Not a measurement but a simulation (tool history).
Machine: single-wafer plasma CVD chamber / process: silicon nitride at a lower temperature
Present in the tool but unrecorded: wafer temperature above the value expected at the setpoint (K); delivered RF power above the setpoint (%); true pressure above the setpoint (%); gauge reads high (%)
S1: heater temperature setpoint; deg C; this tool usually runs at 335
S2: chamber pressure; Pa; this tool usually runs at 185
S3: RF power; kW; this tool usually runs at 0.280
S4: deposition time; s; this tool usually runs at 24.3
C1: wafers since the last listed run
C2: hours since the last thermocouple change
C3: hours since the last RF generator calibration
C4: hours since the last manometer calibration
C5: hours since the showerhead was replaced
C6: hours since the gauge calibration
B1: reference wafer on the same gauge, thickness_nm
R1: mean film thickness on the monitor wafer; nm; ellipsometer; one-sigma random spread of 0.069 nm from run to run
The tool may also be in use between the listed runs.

run,hour,S1,S2,S3,S4,C1,C2,C3,C4,C5,C6,B1,R1
1,0.0,335,185,0.280,24.3,0,1184.5,789.1,1781.8,4837.9,1084.3,21.311,26.262
2,37.7,343,185,0.280,24.3,1385,1222.2,826.8,1819.5,4875.6,1122.0,21.305,26.172
3,109.0,343,185,0.280,24.3,2620,1293.5,898.1,1890.8,4946.9,1193.3,21.309,26.152
4,173.2,343,185,0.280,24.3,2359,1357.7,962.3,1955.0,5011.1,1257.5,21.322,26.159
5,215.8,343,153,0.280,24.3,1565,1400.3,1004.9,1997.6,5053.7,1300.1,21.289,25.041
6,253.8,343,153,0.280,24.3,1396,1438.3,1042.9,2035.6,5091.7,1338.1,21.287,24.974
7,295.6,335,185,0.280,24.3,1536,1480.1,1084.7,2077.4,5133.5,1379.9,21.325,26.188
8,397.8,335,185,0.280,24.3,3756,1582.3,1186.9,2179.6,5235.7,1482.1,21.279,26.097
9,462.3,335,185,0.280,24.3,2370,1646.8,1251.4,2244.1,5300.2,1546.6,21.325,26.264
# hour 473.6: RF generator calibrated
10,501.6,335,185,0.280,24.3,1150,1686.1,28.0,2283.4,5339.5,1585.9,21.292,26.492
11,555.7,335,185,0.280,24.3,1988,1740.2,82.1,2337.5,5393.6,1640.0,21.307,26.575
12,633.6,335,185,0.280,24.3,2863,1818.1,160.0,2415.4,5471.5,1717.9,21.291,26.515
13,717.8,335,185,0.280,24.3,3094,1902.3,244.2,2499.6,5555.7,1802.1,21.297,26.576
14,809.2,328,185,0.280,24.3,3359,1993.7,335.6,2591.0,5647.1,1893.5,21.316,26.516
# hour 839.9: capacitance manometer re-zeroed and calibrated
15,895.9,342,185,0.280,24.3,2892,2080.4,422.3,56.0,5733.8,1980.2,21.301,26.364
16,992.0,341,224,0.320,26.4,3532,2176.5,518.4,152.1,5829.9,2076.3,21.302,32.956
# hour 1011.5: thermocouple changed; heater temperature recalibrated
17,1099.5,340,139,0.280,24.3,3656,88.0,625.9,259.6,5937.4,2183.8,21.311,24.562
18,1149.0,349,227,0.320,25.5,1819,137.5,675.4,309.1,5986.9,2233.3,21.289,31.892
19,1214.2,339,227,0.310,21.3,2396,202.7,740.6,374.3,6052.1,2298.5,21.291,26.097
# hour 1268.8: gauge calibrated
# hour 1361.2: showerhead replaced, of another model than before
20,1411.7,335,185,0.280,24.3,6964,400.2,938.1,571.8,50.5,142.9,21.327,26.442
21,1461.0,335,185,0.280,24.3,1811,449.5,987.4,621.1,99.8,192.2,21.301,26.456
22,1549.5,324,228,0.280,24.3,3252,538.0,1075.9,709.6,188.3,280.7,21.333,28.353
23,1599.3,335,185,0.280,24.3,1830,587.8,1125.7,759.4,238.1,330.5,21.287,26.388
# hour 1673.9: RF generator calibrated
24,1696.8,335,163,0.280,24.3,3289,685.3,22.9,856.9,335.6,428.0,21.321,25.330
25,1735.1,348,157,0.325,25.7,1407,723.6,61.2,895.2,373.9,466.3,21.296,28.020
26,1797.8,330,229,0.280,24.3,2304,786.3,123.9,957.9,436.6,529.0,21.276,28.452
27,1897.9,335,185,0.280,24.3,3679,886.4,224.0,1058.0,536.7,629.1,21.315,26.498
28,1976.9,335,185,0.230,20.4,2903,965.4,303.0,1137.0,615.7,708.1,21.279,20.541

For each run, what was the tool's unlogged condition?
wafer temperature above the value expected at the setpoint (K): 0, the same for each run
true pressure above the setpoint (%): 0, the same for each run
gauge reads high (%): 0, the same for each run
H1: delivered RF power above the setpoint (%)
run,H1
1,-1.37
2,-1.44
3,-1.55
4,-1.66
5,-1.73
6,-1.79
7,-1.86
8,-2.03
9,-2.14
10,-0.107
11,-0.196
12,-0.325
13,-0.464
14,-0.614
15,-0.758
16,-0.916
17,-1.09
18,-1.18
19,-1.28
20,-1.61
21,-1.69
22,-1.84
23,-1.92
24,-0.221
25,-0.285
26,-0.388
27,-0.553
28,-0.684
